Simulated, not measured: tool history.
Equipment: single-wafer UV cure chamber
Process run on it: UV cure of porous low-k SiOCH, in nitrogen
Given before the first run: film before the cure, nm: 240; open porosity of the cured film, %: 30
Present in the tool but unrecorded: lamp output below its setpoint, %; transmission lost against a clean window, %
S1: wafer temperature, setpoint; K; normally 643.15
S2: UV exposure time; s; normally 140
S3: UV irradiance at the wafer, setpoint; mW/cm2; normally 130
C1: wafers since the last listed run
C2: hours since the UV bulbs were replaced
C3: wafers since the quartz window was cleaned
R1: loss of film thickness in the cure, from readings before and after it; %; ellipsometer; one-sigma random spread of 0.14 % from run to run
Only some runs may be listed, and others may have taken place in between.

run,day,S1,S2,S3,C1,C2,C3,R1
1,0.000,643.15,140,130,0,1121.4,3155,12.111
2,0.908,643.15,140,130,92,1143.2,3247,12.003
3,2.296,643.15,140,130,140,1176.5,3388,12.133
4,3.267,643.15,140,130,98,1199.8,3486,12.222
5,5.192,654.15,140,130,195,1246.0,3682,12.181
6,5.738,654.15,140,130,55,1259.1,3737,12.315
7,6.983,628.15,165,130,126,1289.0,3864,12.383
# day 7.346: UV bulbs replaced
8,8.408,628.15,165,130,110,25.5,3974,12.376
9,9.788,628.15,165,130,140,58.6,4114,12.500
10,10.442,628.15,110,130,66,74.3,4181,10.307
11,11.521,648.15,190,112,109,100.2,4290,12.846
# day 12.554: quartz window cleaned
12,12.575,649.15,140,110,73,125.5,1,11.966
13,13.696,643.15,140,130,113,152.4,115,12.870
14,14.492,661.15,180,130,80,171.5,196,14.393
15,15.529,628.15,110,130,105,196.4,301,11.039
16,16.088,643.15,90,157,56,209.8,358,11.503
17,16.758,643.15,140,130,68,225.9,426,12.659
18,18.017,662.15,195,101,127,256.1,554,13.768

Forecast each of these 3 alternatives for the next run:
A,18.038,643.15,140,130,2,256.6,556,?
B,18.038,661.15,100,118,2,256.6,556,?
C,18.038,643.15,140,143,2,256.6,556,?

run,R1
A,12.813
B,10.986
C,13.306
The same runs, with their run-to-run variation unchanged, on a tool lacking any hidden condition would have given:
run,R1
A,12.987
B,11.156
C,13.482

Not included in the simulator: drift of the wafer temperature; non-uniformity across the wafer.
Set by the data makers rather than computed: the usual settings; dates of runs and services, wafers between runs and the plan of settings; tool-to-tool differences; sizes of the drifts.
